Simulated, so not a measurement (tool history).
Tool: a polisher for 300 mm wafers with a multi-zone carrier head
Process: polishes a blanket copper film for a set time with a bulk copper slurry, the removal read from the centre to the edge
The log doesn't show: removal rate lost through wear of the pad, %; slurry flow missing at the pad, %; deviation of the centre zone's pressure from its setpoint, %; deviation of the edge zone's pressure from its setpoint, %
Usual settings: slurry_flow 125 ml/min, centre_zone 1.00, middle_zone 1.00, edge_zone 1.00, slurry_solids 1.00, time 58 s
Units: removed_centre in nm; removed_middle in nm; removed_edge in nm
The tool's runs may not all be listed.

| run | day | slurry_flow | centre_zone | middle_zone | edge_zone | slurry_solids | time | wafers since the last listed run | wafers polished on this pad | hours since the slurry nozzle was cleaned | hours since the centre zone pressure was calibrated | hours since the edge zone pressure was calibrated | hours since the carrier head's membrane was replaced | incoming thickness of the incoming film, nm | removed_centre | removed_middle | removed_edge |
|---|---|---|---|---|---|---|---|---|---|---|---|---|---|---|---|---|---|
| 1 | 0.000 | 125 | 1.00 | 0.93 | 1.00 | 0.90 | 77 | 0 | 178 | 163.8 | 1089.9 | 66.1 | 75.1 | 3972.3 | 626.4 | 588.1 | 630.7 |
| 2 | 2.471 | 160 | 1.00 | 1.00 | 0.97 | 1.25 | 64 | 598 | 776 | 223.1 | 1149.2 | 125.4 | 134.4 | 4116.0 | 576.3 | 572.2 | 562.5 |
| 3 | 4.908 | 125 | 1.00 | 1.00 | 1.11 | 1.30 | 58 | 590 | 1366 | 281.6 | 1207.7 | 183.9 | 192.9 | 4010.2 | 502.9 | 486.8 | 532.8 |
| 4 | 6.696 | 125 | 1.00 | 1.00 | 1.00 | 1.00 | 58 | 432 | 1799 | 324.5 | 1250.6 | 226.8 | 235.8 | 3988.4 | 471.0 | 460.7 | 467.7 |
|  | 10.171 | centre zone pressure recalibrated |
| 5 | 11.046 | 125 | 1.00 | 1.00 | 1.00 | 1.00 | 44 | 1033 | 2832 | 428.9 | 21.0 | 331.2 | 340.2 | 4014.8 | 345.1 | 341.5 | 345.5 |
| 6 | 15.479 | 125 | 0.94 | 1.00 | 1.00 | 1.00 | 58 | 1073 | 3906 | 535.3 | 127.4 | 437.6 | 446.6 | 4069.5 | 401.0 | 432.2 | 442.6 |
| 7 | 19.175 | 125 | 1.00 | 1.00 | 1.00 | 1.00 | 58 | 895 | 4801 | 624.0 | 216.1 | 526.3 | 535.3 | 4055.6 | 420.3 | 416.5 | 440.1 |
|  | 19.621 | worn pad replaced by a new one |
| 8 | 21.004 | 125 | 1.00 | 1.11 | 1.00 | 1.00 | 58 | 402 | 334 | 667.9 | 260.0 | 570.2 | 579.2 | 4027.1 | 456.2 | 495.6 | 470.0 |
| 9 | 24.412 | 125 | 0.94 | 0.88 | 1.00 | 0.75 | 58 | 825 | 1160 | 749.7 | 341.8 | 652.0 | 661.0 | 4049.0 | 398.2 | 379.6 | 449.1 |
| 10 | 27.508 | 125 | 1.00 | 1.09 | 0.93 | 1.00 | 58 | 749 | 1909 | 824.0 | 416.1 | 726.3 | 735.3 | 4020.4 | 439.3 | 473.9 | 442.6 |
|  | 28.296 | slurry nozzle cleaned |
|  | 28.750 | carrier head's membrane replaced by a new one |
| 11 | 31.117 | 125 | 0.93 | 0.96 | 1.00 | 1.00 | 67 | 813 | 2723 | 67.7 | 502.7 | 812.9 | 56.8 | 4049.9 | 492.7 | 514.4 | 542.5 |
| 12 | 34.938 | 160 | 1.00 | 1.00 | 1.00 | 1.00 | 58 | 925 | 3648 | 159.4 | 594.4 | 904.6 | 148.5 | 4108.7 | 467.3 | 459.7 | 469.7 |
| 13 | 37.683 | 90 | 1.00 | 1.00 | 1.00 | 1.00 | 58 | 664 | 4313 | 225.3 | 660.3 | 970.5 | 214.4 | 4106.2 | 408.8 | 411.8 | 427.0 |
|  | 40.312 | worn pad replaced by a new one |
| 14 | 40.333 | 125 | 1.00 | 1.00 | 1.00 | 1.00 | 58 | 601 | 5 | 288.9 | 723.9 | 1034.1 | 278.0 | 4052.3 | 492.6 | 480.1 | 493.7 |
| 15 | 42.054 | 100 | 1.00 | 1.00 | 1.11 | 1.00 | 39 | 416 | 422 | 330.2 | 765.2 | 1075.4 | 319.3 | 4053.0 | 305.9 | 305.9 | 335.4 |
| 16 | 43.783 | 125 | 0.93 | 1.00 | 1.00 | 1.00 | 69 | 418 | 840 | 371.7 | 806.7 | 1116.9 | 360.8 | 4092.1 | 515.6 | 562.5 | 567.8 |
| 17 | 45.396 | 125 | 0.91 | 1.00 | 1.00 | 1.00 | 58 | 390 | 1231 | 410.4 | 845.4 | 1155.6 | 399.5 | 4049.0 | 417.4 | 461.8 | 478.2 |
| 18 | 48.838 | 125 | 1.00 | 1.00 | 1.00 | 1.00 | 58 | 833 | 2064 | 493.0 | 928.0 | 1238.2 | 482.1 | 4093.6 | 447.5 | 449.8 | 463.1 |
| 19 | 51.879 | 125 | 1.12 | 1.00 | 1.00 | 1.00 | 52 | 736 | 2801 | 566.0 | 1001.0 | 1311.2 | 555.1 | 4025.8 | 439.6 | 388.8 | 405.8 |
|  | 52.354 | edge zone pressure recalibrated |
| 20 | 53.538 | 125 | 1.00 | 1.00 | 1.10 | 0.80 | 58 | 381 | 3182 | 605.8 | 1040.8 | 28.4 | 594.9 | 3984.3 | 415.4 | 423.6 | 452.8 |

What the log doesn't show, run by run:
deviation of the centre zone's pressure from its setpoint, %: 0 in every run
deviation of the edge zone's pressure from its setpoint, %: 0 in every run
H1: removal rate lost through wear of the pad, %
H2: slurry flow missing at the pad, %
| run | H1 | H2 |
|---|---|---|
| 1 | 0.53 | 11.2 |
| 2 | 1.72 | 13.9 |
| 3 | 2.89 | 16.6 |
| 4 | 3.75 | 18.6 |
| 5 | 5.85 | 23.3 |
| 6 | 7.98 | 28.2 |
| 7 | 9.76 | 32.3 |
| 8 | 1.95 | 34.3 |
| 9 | 3.59 | 38 |
| 10 | 5.08 | 41.4 |
| 11 | 6.82 | 8.25 |
| 12 | 8.66 | 12.4 |
| 13 | 9.98 | 15.5 |
| 14 | 0.772 | 18.4 |
| 15 | 1.6 | 20.2 |
| 16 | 2.43 | 22.1 |
| 17 | 3.21 | 23.9 |
| 18 | 4.86 | 27.7 |
| 19 | 6.33 | 31 |
| 20 | 7.13 | 32.9 |
